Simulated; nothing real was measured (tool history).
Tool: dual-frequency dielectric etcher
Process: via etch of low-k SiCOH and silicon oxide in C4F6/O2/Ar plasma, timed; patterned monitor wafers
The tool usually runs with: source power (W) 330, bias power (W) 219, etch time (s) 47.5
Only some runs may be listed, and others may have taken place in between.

run,day,source power (W),bias power (W),etch time (s),"read-back reference wafer on the same gauge, depth_nm",mean etch depth across the wafer (nm)
1,0.000,270,219,47.5,138.1,115.1
# day 0.758: source power generator calibrated
2,0.779,270,219,47.5,138.0,114.7
3,1.400,270,219,47.5,137.9,114.8
4,2.058,330,219,47.5,138.1,128.8
5,2.396,330,219,47.5,138.0,128.1
6,2.738,330,219,47.5,138.0,128.7
7,2.992,330,219,47.5,138.0,128.4
8,3.658,330,219,47.5,137.8,128.7
9,4.246,330,219,47.5,138.1,128.5
# day 5.612: bias power generator calibrated
# day 5.871: upper electrode replaced
# day 6.017: wet clean of the chamber
10,6.038,380,181,55.5,138.2,153.5
11,6.054,330,219,47.5,137.9,126.6
12,6.238,330,219,35.0,137.9,92.8
13,6.654,380,250,47.5,138.0,139.1
14,6.958,350,251,37.5,138.0,105.4
15,7.625,410,259,57.0,138.1,175.5
16,7.904,280,219,38.0,137.9,91.7
# day 8.042: gauge calibrated
17,8.221,330,219,47.5,138.1,126.4
18,8.871,330,219,47.5,138.2,126.0
19,9.183,290,205,41.5,138.0,101.1
20,9.842,400,238,47.5,138.2,141.5
21,10.446,330,219,47.5,138.0,126.9
22,10.862,300,196,52.5,137.9,130.2
23,11.588,330,219,44.0,138.1,117.5
24,11.938,330,260,41.5,137.8,114.5
25,13.588,330,219,47.5,138.2,126.7
26,13.888,330,219,55.0,137.8,146.4
27,14.538,370,238,38.5,137.8,111.1
28,15.229,290,219,61.5,138.0,152.2
29,15.800,360,219,37.5,137.8,104.8
30,16.183,400,244,36.5,137.9,109.8

Below, some changes in mean etch depth across the wafer (nm) between adjacent runs. For each, the amount present without the hidden state too (settings, incoming material, random variation) and the amount remaining for the hidden state with gauge scatter not shared by both compared results:
Unlogged tool condition in this case: etch rate over this chamber's usual, %; source power that arrives over what is set, %; bias power that arrives over what is set, %; gauge reads high (%).
Run 3 -> 4: source power (W) 270 -> 330. mean etch depth across the wafer (nm) +14.0: hidden state +0.3, all else +13.7.
Run 9 -> 10: source power (W) 330 -> 380, bias power (W) 219 -> 181, etch time (s) 47.5 -> 55.5, bias power generator calibrated, upper electrode replaced, wet clean of the chamber. mean etch depth across the wafer (nm) +25.0: hidden state -3.0, all else +28.0.
Run 11 -> 12: etch time (s) 47.5 -> 35.0. mean etch depth across the wafer (nm) -33.8: hidden state +0.3, all else -34.1.
Run 14 -> 15: source power (W) 350 -> 410, bias power (W) 251 -> 259, etch time (s) 37.5 -> 57.0. mean etch depth across the wafer (nm) +70.1: hidden state -0.2, all else +70.3.
Run 15 -> 16: source power (W) 410 -> 280, bias power (W) 259 -> 219, etch time (s) 57.0 -> 38.0. mean etch depth across the wafer (nm) -83.8: hidden state +0.3, all else -84.1.
Run 28 -> 29: source power (W) 290 -> 360, etch time (s) 61.5 -> 37.5. mean etch depth across the wafer (nm) -47.4: hidden state +0.0, all else -47.4.

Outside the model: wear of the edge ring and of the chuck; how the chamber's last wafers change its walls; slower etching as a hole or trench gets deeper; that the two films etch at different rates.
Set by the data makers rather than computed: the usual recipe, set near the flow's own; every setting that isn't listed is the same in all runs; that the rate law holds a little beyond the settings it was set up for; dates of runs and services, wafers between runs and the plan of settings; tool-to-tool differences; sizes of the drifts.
